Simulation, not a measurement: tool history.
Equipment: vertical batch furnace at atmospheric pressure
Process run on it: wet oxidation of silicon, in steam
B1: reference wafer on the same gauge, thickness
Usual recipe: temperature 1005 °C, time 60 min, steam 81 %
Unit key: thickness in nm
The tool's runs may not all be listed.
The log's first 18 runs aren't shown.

run 19 hour=929.4 | temperature=1005 time=60 steam=81 | B1=416.73 | thickness=371.6
run 20 hour=986.9 | temperature=1005 time=33.5 steam=71 | B1=416.94 | thickness=223.1
run 21 hour=1018.8 | temperature=1005 time=60 steam=81 | B1=417.01 | thickness=373.73
run 22 hour=1069.8 | temperature=1005 time=60 steam=85 | B1=417.66 | thickness=384.47
run 23 hour=1120.3 | temperature=1005 time=51.5 steam=76 | B1=417.52 | thickness=321.23
run 24 hour=1154.1 | temperature=981 time=60 steam=70 | B1=417.28 | thickness=275.97
run 25 hour=1193.8 | temperature=1005 time=60 steam=93 | B1=417.55 | thickness=409.78
run 26 hour=1264.8 | temperature=1012 time=34 steam=92 | B1=418.29 | thickness=288.38
run 27 hour=1311.2 | temperature=1005 time=60 steam=90 | B1=418.28 | thickness=401.09
-- hour=1345.3 gauge calibrated
run 28 hour=1360 | temperature=993 time=48 steam=69 | B1=407.41 | thickness=250.3
run 29 hour=1389.3 | temperature=993 time=37 steam=76 | B1=407.75 | thickness=221.87
run 30 hour=1455.1 | temperature=1005 time=60 steam=81 | B1=407.75 | thickness=363.85
-- hour=1510.6 thermocouples replaced and temperature profile calibrated
run 31 hour=1516.4 | temperature=1005 time=45 steam=90 | B1=408.07 | thickness=320.47
run 32 hour=1588.1 | temperature=1005 time=60 steam=81 | B1=408.45 | thickness=363.85
run 33 hour=1614.8 | temperature=1005 time=60 steam=81 | B1=408.74 | thickness=364.98
run 34 hour=1647.1 | temperature=1005 time=60 steam=75 | B1=408.68 | thickness=346.26
run 35 hour=1796 | temperature=1005 time=42 steam=81 | B1=409.61 | thickness=284.88
run 36 hour=1865.7 | temperature=1005 time=60 steam=81 | B1=410.1 | thickness=364.87
run 37 hour=2055.1 | temperature=1005 time=38 steam=74 | B1=410.79 | thickness=248.52
run 38 hour=2126.4 | temperature=1016 time=76 steam=91 | B1=411.16 | thickness=498.07

Forecast each of these 4 alternatives for the next run:
run A hour=2131.8 | temperature=1005 time=60 steam=81 | B1=? | thickness=?
run B hour=2131.8 | temperature=1005 time=81 steam=81 | B1=? | thickness=?
run C hour=2131.8 | temperature=1005 time=32.5 steam=81 | B1=? | thickness=?
run D hour=2131.8 | temperature=984 time=60 steam=84 | B1=? | thickness=?

run=A B1=411.1 thickness=367.39
run=B B1=411.1 thickness=450.01
run=C B1=411.1 thickness=237.18
run=D B1=411.1 thickness=319.94
Without the tool's unlogged condition, the same runs would have read:
run=A thickness=364.55
run=B thickness=446.53
run=C thickness=235.35
run=D thickness=317.46
